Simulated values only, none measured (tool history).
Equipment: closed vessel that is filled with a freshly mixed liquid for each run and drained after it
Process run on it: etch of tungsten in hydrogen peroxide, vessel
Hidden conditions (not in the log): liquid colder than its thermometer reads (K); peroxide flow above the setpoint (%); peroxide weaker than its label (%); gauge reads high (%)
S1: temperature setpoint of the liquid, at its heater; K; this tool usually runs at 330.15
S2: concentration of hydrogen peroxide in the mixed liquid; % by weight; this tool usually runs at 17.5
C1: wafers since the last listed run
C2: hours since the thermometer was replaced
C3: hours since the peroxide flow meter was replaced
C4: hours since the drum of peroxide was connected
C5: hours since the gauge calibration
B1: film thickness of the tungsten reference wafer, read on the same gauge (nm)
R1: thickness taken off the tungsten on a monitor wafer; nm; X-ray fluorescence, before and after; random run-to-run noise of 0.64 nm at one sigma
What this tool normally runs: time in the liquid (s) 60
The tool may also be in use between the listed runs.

{"run": 1, "hour": 0.0, "S1": 330.15, "S2": 17.5, "time in the liquid (s)": 60, "C1": 0, "C2": 1269.8, "C3": 386.4, "C4": 605.4, "C5": 353.1, "B1": 120.0, "R1": 94.33}
{"run": 2, "hour": 25.3, "S1": 330.15, "S2": 17.5, "time in the liquid (s)": 60, "C1": 2522, "C2": 1295.1, "C3": 411.7, "C4": 630.7, "C5": 378.4, "B1": 120.0, "R1": 96.22}
{"run": 3, "hour": 87.2, "S1": 330.15, "S2": 17.5, "time in the liquid (s)": 60, "C1": 6171, "C2": 1357.0, "C3": 473.6, "C4": 692.6, "C5": 440.3, "B1": 120.02, "R1": 95.76}
{"run": 4, "hour": 121.5, "S1": 330.15, "S2": 17.5, "time in the liquid (s)": 60, "C1": 3419, "C2": 1391.3, "C3": 507.9, "C4": 726.9, "C5": 474.6, "B1": 120.0, "R1": 95.11}
{"run": 5, "hour": 153.0, "S1": 330.15, "S2": 17.5, "time in the liquid (s)": 60, "C1": 3140, "C2": 1422.8, "C3": 539.4, "C4": 758.4, "C5": 506.1, "B1": 120.02, "R1": 95.19}
{"run": 6, "hour": 298.6, "S1": 330.15, "S2": 17.5, "time in the liquid (s)": 60, "C1": 14516, "C2": 1568.4, "C3": 685.0, "C4": 904.0, "C5": 651.7, "B1": 119.99, "R1": 94.44}
{"hour": 350.9, "done": "new drum of peroxide connected"}
{"run": 7, "hour": 365.1, "S1": 330.15, "S2": 17.5, "time in the liquid (s)": 60, "C1": 6530, "C2": 1634.9, "C3": 751.5, "C4": 14.2, "C5": 718.2, "B1": 119.99, "R1": 94.24}
{"run": 8, "hour": 418.8, "S1": 330.15, "S2": 17.5, "time in the liquid (s)": 60, "C1": 5353, "C2": 1688.6, "C3": 805.2, "C4": 67.9, "C5": 771.9, "B1": 119.99, "R1": 94.37}
{"run": 9, "hour": 477.9, "S1": 330.15, "S2": 17.5, "time in the liquid (s)": 60, "C1": 5892, "C2": 1747.7, "C3": 864.3, "C4": 127.0, "C5": 831.0, "B1": 120.0, "R1": 95.09}
{"run": 10, "hour": 518.0, "S1": 330.15, "S2": 17.5, "time in the liquid (s)": 60, "C1": 3997, "C2": 1787.8, "C3": 904.4, "C4": 167.1, "C5": 871.1, "B1": 120.0, "R1": 94.09}
{"run": 11, "hour": 563.3, "S1": 330.15, "S2": 17.5, "time in the liquid (s)": 60, "C1": 4516, "C2": 1833.1, "C3": 949.7, "C4": 212.4, "C5": 916.4, "B1": 120.0, "R1": 93.75}
{"run": 12, "hour": 626.9, "S1": 330.15, "S2": 17.5, "time in the liquid (s)": 60, "C1": 6340, "C2": 1896.7, "C3": 1013.3, "C4": 276.0, "C5": 980.0, "B1": 119.96, "R1": 94.37}
{"run": 13, "hour": 671.6, "S1": 330.15, "S2": 16.0, "time in the liquid (s)": 60, "C1": 4456, "C2": 1941.4, "C3": 1058.0, "C4": 320.7, "C5": 1024.7, "B1": 120.0, "R1": 90.15}
{"run": 14, "hour": 700.5, "S1": 330.15, "S2": 16.0, "time in the liquid (s)": 60, "C1": 2881, "C2": 1970.3, "C3": 1086.9, "C4": 349.6, "C5": 1053.6, "B1": 120.0, "R1": 89.16}
{"run": 15, "hour": 762.7, "S1": 337.15, "S2": 13.0, "time in the liquid (s)": 60, "C1": 6201, "C2": 2032.5, "C3": 1149.1, "C4": 411.8, "C5": 1115.8, "B1": 120.01, "R1": 120.58}
{"run": 16, "hour": 822.9, "S1": 330.15, "S2": 22.0, "time in the liquid (s)": 60, "C1": 6001, "C2": 2092.7, "C3": 1209.3, "C4": 472.0, "C5": 1176.0, "B1": 119.98, "R1": 105.26}
{"run": 17, "hour": 982.3, "S1": 320.15, "S2": 17.5, "time in the liquid (s)": 60, "C1": 15891, "C2": 2252.1, "C3": 1368.7, "C4": 631.4, "C5": 1335.4, "B1": 119.98, "R1": 50.44}
{"hour": 1144.8, "done": "new drum of peroxide connected"}
{"hour": 1178.8, "done": "gauge calibrated"}
{"run": 18, "hour": 1192.0, "S1": 335.15, "S2": 13.5, "time in the liquid (s)": 40, "C1": 20807, "C2": 2461.8, "C3": 1578.4, "C4": 47.2, "C5": 13.2, "B1": 119.98, "R1": 72.41}
{"hour": 1263.6, "done": "thermometer replaced"}
{"run": 19, "hour": 1379.1, "S1": 330.15, "S2": 17.5, "time in the liquid (s)": 60, "C1": 18553, "C2": 115.5, "C3": 1765.5, "C4": 234.3, "C5": 200.3, "B1": 119.98, "R1": 88.24}
{"run": 20, "hour": 1444.1, "S1": 330.15, "S2": 17.5, "time in the liquid (s)": 60, "C1": 6480, "C2": 180.5, "C3": 1830.5, "C4": 299.3, "C5": 265.3, "B1": 119.97, "R1": 87.24}
{"hour": 1463.3, "done": "peroxide flow meter replaced"}
{"run": 21, "hour": 1481.3, "S1": 330.15, "S2": 17.5, "time in the liquid (s)": 30, "C1": 3609, "C2": 217.7, "C3": 18.0, "C4": 336.5, "C5": 302.5, "B1": 120.0, "R1": 44.3}
{"run": 22, "hour": 1543.7, "S1": 322.15, "S2": 17.5, "time in the liquid (s)": 30, "C1": 6221, "C2": 280.1, "C3": 80.4, "C4": 398.9, "C5": 364.9, "B1": 119.98, "R1": 27.13}
{"run": 23, "hour": 1615.6, "S1": 335.65, "S2": 15.0, "time in the liquid (s)": 35, "C1": 7168, "C2": 352.0, "C3": 152.3, "C4": 470.8, "C5": 436.8, "B1": 120.01, "R1": 65.06}
{"hour": 1665.4, "done": "thermometer replaced, repeated, since the last time left the tool worse"}
{"run": 24, "hour": 1684.8, "S1": 321.15, "S2": 19.0, "time in the liquid (s)": 75, "C1": 6799, "C2": 19.4, "C3": 221.5, "C4": 540.0, "C5": 506.0, "B1": 120.0, "R1": 75.24}
{"run": 25, "hour": 1718.9, "S1": 324.15, "S2": 15.0, "time in the liquid (s)": 30, "C1": 3399, "C2": 53.5, "C3": 255.6, "C4": 574.1, "C5": 540.1, "B1": 120.02, "R1": 31.92}
{"run": 26, "hour": 1761.1, "S1": 333.65, "S2": 21.0, "time in the liquid (s)": 70, "C1": 4207, "C2": 95.7, "C3": 297.8, "C4": 616.3, "C5": 582.3, "B1": 120.01, "R1": 155.85}
{"run": 27, "hour": 1798.0, "S1": 330.15, "S2": 17.5, "time in the liquid (s)": 60, "C1": 3678, "C2": 132.6, "C3": 334.7, "C4": 653.2, "C5": 619.2, "B1": 120.01, "R1": 98.6}
{"run": 28, "hour": 1948.6, "S1": 324.15, "S2": 17.5, "time in the liquid (s)": 75, "C1": 15014, "C2": 283.2, "C3": 485.3, "C4": 803.8, "C5": 769.8, "B1": 120.01, "R1": 84.86}
{"hour": 1983.9, "done": "new drum of peroxide connected"}
{"run": 29, "hour": 1991.3, "S1": 337.65, "S2": 17.5, "time in the liquid (s)": 85, "C1": 4157, "C2": 325.9, "C3": 528.0, "C4": 7.4, "C5": 812.5, "B1": 120.0, "R1": 212.19}

Take each entry between the runs: how does the hidden state at the last listed run before it differ from the hidden state at the first listed run after it?
Between runs 6 and 7: new drum of peroxide connected (hour 350.9)
  liquid colder than its thermometer reads (K): 0.796 -> 0.829
  measured minus no-state result, R1: -4.54 -> -4.70 nm
Between runs 17 and 18: new drum of peroxide connected (hour 1144.8); gauge calibrated (hour 1178.8)
  liquid colder than its thermometer reads (K): 1.14 -> 1.24
  measured minus no-state result, R1: -3.72 -> -5.31 nm
Between runs 18 and 19: thermometer replaced (hour 1263.6)
  liquid colder than its thermometer reads (K): 1.24 -> 1.93
  measured minus no-state result, R1: -5.31 -> -10.62 nm
Between runs 20 and 21: peroxide flow meter replaced (hour 1463.3)
  liquid colder than its thermometer reads (K): 1.97 -> 1.98
  measured minus no-state result, R1: -10.74 -> -5.48 nm
Between runs 23 and 24: thermometer replaced, repeated, since the last time left the tool worse (hour 1665.4)
  liquid colder than its thermometer reads (K): 2.05 -> 0.022
  measured minus no-state result, R1: -8.07 -> -0.10 nm
Between runs 28 and 29: new drum of peroxide connected (hour 1983.9)
  liquid colder than its thermometer reads (K): 0.153 -> 0.175
  measured minus no-state result, R1: -0.78 -> -2.03 nm

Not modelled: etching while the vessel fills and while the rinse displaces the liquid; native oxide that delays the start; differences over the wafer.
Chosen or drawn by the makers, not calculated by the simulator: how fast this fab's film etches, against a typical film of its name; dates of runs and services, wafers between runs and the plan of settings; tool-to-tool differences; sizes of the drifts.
